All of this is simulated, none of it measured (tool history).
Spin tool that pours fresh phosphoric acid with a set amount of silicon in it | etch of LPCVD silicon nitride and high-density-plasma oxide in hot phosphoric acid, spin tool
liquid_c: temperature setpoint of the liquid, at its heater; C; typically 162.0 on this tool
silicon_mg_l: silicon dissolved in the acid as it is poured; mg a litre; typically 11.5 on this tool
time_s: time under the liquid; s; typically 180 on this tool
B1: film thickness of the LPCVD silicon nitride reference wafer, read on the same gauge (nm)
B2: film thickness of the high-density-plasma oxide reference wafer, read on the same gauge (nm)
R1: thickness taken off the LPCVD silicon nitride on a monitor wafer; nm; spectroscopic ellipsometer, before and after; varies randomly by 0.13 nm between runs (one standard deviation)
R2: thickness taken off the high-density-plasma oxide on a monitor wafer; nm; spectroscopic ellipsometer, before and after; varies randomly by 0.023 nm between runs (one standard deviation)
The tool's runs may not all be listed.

run 1 hour=0.0 | liquid_c=162.0 silicon_mg_l=11.5 time_s=180 | B1=149.99 B2=99.989 | R1=21.42 R2=0.357
run 2 hour=66.8 | liquid_c=162.0 silicon_mg_l=11.5 time_s=290 | B1=149.99 B2=100.026 | R1=34.42 R2=0.496
run 3 hour=161.7 | liquid_c=162.0 silicon_mg_l=16.5 time_s=285 | B1=149.99 B2=100.007 | R1=33.82 R2=0.456
-- hour=226.7 dissolved silicon flow meter replaced
-- hour=265.8 gauge calibrated
run 4 hour=289.8 | liquid_c=162.0 silicon_mg_l=11.5 time_s=180 | B1=149.97 B2=99.996 | R1=21.24 R2=0.337
run 5 hour=339.1 | liquid_c=163.5 silicon_mg_l=11.5 time_s=180 | B1=150.00 B2=100.006 | R1=22.17 R2=0.366
run 6 hour=432.2 | liquid_c=159.0 silicon_mg_l=11.5 time_s=105 | B1=149.98 B2=99.989 | R1=11.17 R2=0.161
run 7 hour=497.0 | liquid_c=162.0 silicon_mg_l=11.5 time_s=105 | B1=150.06 B2=99.967 | R1=12.24 R2=0.195
run 8 hour=535.9 | liquid_c=162.0 silicon_mg_l=17.0 time_s=285 | B1=149.99 B2=99.949 | R1=33.33 R2=0.425
run 9 hour=594.1 | liquid_c=162.0 silicon_mg_l=11.5 time_s=180 | B1=149.96 B2=100.008 | R1=21.25 R2=0.321
run 10 hour=630.6 | liquid_c=161.0 silicon_mg_l=5.5 time_s=180 | B1=149.98 B2=99.990 | R1=20.29 R2=0.346
run 11 hour=671.5 | liquid_c=163.5 silicon_mg_l=11.5 time_s=180 | B1=150.02 B2=99.995 | R1=22.19 R2=0.328
run 12 hour=713.8 | liquid_c=162.0 silicon_mg_l=11.5 time_s=180 | B1=149.95 B2=99.997 | R1=21.17 R2=0.307
run 13 hour=811.3 | liquid_c=161.0 silicon_mg_l=11.5 time_s=180 | B1=149.99 B2=100.010 | R1=20.27 R2=0.282
-- hour=858.2 heated supply line repaired
-- hour=884.0 dissolved silicon flow meter replaced
run 14 hour=911.6 | liquid_c=162.0 silicon_mg_l=5.5 time_s=180 | B1=150.00 B2=99.999 | R1=21.52 R2=0.403
run 15 hour=1014.3 | liquid_c=162.0 silicon_mg_l=11.5 time_s=180 | B1=150.02 B2=100.028 | R1=21.42 R2=0.322
run 16 hour=1084.0 | liquid_c=162.0 silicon_mg_l=11.5 time_s=105 | B1=150.03 B2=100.041 | R1=12.47 R2=0.195
run 17 hour=1168.0 | liquid_c=162.0 silicon_mg_l=3.5 time_s=230 | B1=149.98 B2=99.973 | R1=27.12 R2=0.501
-- hour=1228.0 thermometer replaced
run 18 hour=1231.1 | liquid_c=160.5 silicon_mg_l=11.5 time_s=180 | B1=150.00 B2=99.972 | R1=20.27 R2=0.286
run 19 hour=1301.1 | liquid_c=161.0 silicon_mg_l=16.0 time_s=80 | B1=149.99 B2=100.011 | R1=9.19 R2=0.120
run 20 hour=1577.5 | liquid_c=162.0 silicon_mg_l=11.5 time_s=180 | B1=150.03 B2=99.994 | R1=21.08 R2=0.317

What does the tool deliver on the next run?
-- hour=1611.0 dissolved silicon flow meter replaced
-- hour=1818.0 heated supply line repaired
run 21 hour=1892.8 | liquid_c=163.5 silicon_mg_l=6.5 time_s=180 | B1=? B2=? | R1=? R2=?

For run 21 the tool returned B1 149.96, B2 100.034, R1 22.43 nm, R2 0.432 nm.
Minus the tool's unlogged condition, the same run would have read R1 22.56 nm, R2 0.437 nm.
